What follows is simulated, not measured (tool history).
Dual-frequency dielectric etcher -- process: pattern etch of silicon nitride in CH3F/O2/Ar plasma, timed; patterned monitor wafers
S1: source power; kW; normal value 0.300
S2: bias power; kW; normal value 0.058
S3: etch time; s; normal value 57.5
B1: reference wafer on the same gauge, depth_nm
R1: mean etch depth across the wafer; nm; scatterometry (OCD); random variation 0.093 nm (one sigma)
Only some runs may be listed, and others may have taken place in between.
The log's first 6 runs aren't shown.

Run 7, hour 85.9: usual settings but S2 0.051 kW; B1 35.99. Result: R1 29.87 nm.
Run 8, hour 99.8: usual settings but S1 0.220 kW, S2 0.064 kW; B1 36.00. Result: R1 27.95 nm.
At hour 136.3: wet clean of the chamber.
Run 9, hour 136.8: usual settings but S2 0.066 kW; B1 36.03. Result: R1 32.42 nm.
Run 10, hour 150.6: usual settings; B1 36.00. Result: R1 30.68 nm.
Run 11, hour 164.3: usual settings but S1 0.340 kW, S2 0.049 kW, S3 70.0 s; B1 36.02. Result: R1 37.39 nm.
At hour 173.6: source power generator calibrated.
Run 12, hour 174.1: usual settings; B1 36.01. Result: R1 31.00 nm.
Run 13, hour 187.4: usual settings but S2 0.052 kW, S3 43.0 s; B1 35.98. Result: R1 22.16 nm.
Run 14, hour 197.3: usual settings but S3 70.5 s; B1 35.98. Result: R1 37.99 nm.
Run 15, hour 206.0: usual settings but S3 53.0 s; B1 36.02. Result: R1 28.51 nm.
At hour 243.9: bias power generator calibrated.
Run 16, hour 249.2: usual settings but S2 0.055 kW; B1 35.99. Result: R1 30.43 nm.
Run 17, hour 265.6: usual settings but S3 53.0 s; B1 35.97. Result: R1 28.56 nm.
Run 18, hour 279.2: usual settings; B1 35.98. Result: R1 31.15 nm.
At hour 306.7: upper electrode replaced.
Run 19, hour 307.2: usual settings but S1 0.360 kW, S2 0.063 kW, S3 46.0 s; B1 36.03. Result: R1 28.04 nm.
Run 20, hour 308.6: usual settings but S1 0.360 kW, S2 0.054 kW, S3 44.5 s; B1 35.99. Result: R1 25.49 nm.
Run 21, hour 320.9: usual settings but S1 0.280 kW, S2 0.054 kW, S3 63.5 s; B1 36.05. Result: R1 32.56 nm.
Run 22, hour 333.9: usual settings; B1 36.00. Result: R1 30.96 nm.
Run 23, hour 345.9: usual settings but S1 0.230 kW, S2 0.072 kW, S3 71.5 s; B1 36.02. Result: R1 37.12 nm.
Run 24, hour 356.9: usual settings but S2 0.072 kW; B1 36.02. Result: R1 33.77 nm.
Run 25, hour 374.8: usual settings but S1 0.360 kW, S3 53.0 s; B1 35.97. Result: R1 31.22 nm.
Run 26, hour 387.8: usual settings but S2 0.051 kW; B1 36.00. Result: R1 29.51 nm.
Run 27, hour 398.3: usual settings but S1 0.240 kW, S3 43.0 s; B1 36.03. Result: R1 20.99 nm.
Run 28, hour 408.8: usual settings but S1 0.240 kW, S2 0.044 kW, S3 42.5 s; B1 36.03. Result: R1 18.44 nm.
Run 29, hour 419.5: usual settings but S1 0.350 kW, S3 49.0 s; B1 36.01. Result: R1 28.58 nm.
Run 30, hour 429.7: usual settings but S1 0.230 kW; B1 36.00. Result: R1 27.33 nm.
Run 31, hour 441.0: usual settings but S1 0.240 kW, S2 0.053 kW; B1 36.01. Result: R1 26.92 nm.

Consider 3 possible next runs. They are alternatives, not a sequence: every one starts from the tool as it was left by run 31. What does each give?
Run A, hour 441.4: usual settings but S1 0.240 kW; B1 ?. Result: R1 ?.
Run B, hour 441.4: usual settings but S1 0.240 kW, S2 0.050 kW, S3 48.5 s; B1 ?. Result: R1 ?.
Run C, hour 441.4: usual settings but S1 0.360 kW; B1 ?. Result: R1 ?.

run     B1     R1
  A  36.01  27.94
  B  36.01  22.25
  C  36.01  34.03
With no hidden state in the tool, these same runs would have given:
run     R1
  A  27.46
  B  21.86
  C  33.44

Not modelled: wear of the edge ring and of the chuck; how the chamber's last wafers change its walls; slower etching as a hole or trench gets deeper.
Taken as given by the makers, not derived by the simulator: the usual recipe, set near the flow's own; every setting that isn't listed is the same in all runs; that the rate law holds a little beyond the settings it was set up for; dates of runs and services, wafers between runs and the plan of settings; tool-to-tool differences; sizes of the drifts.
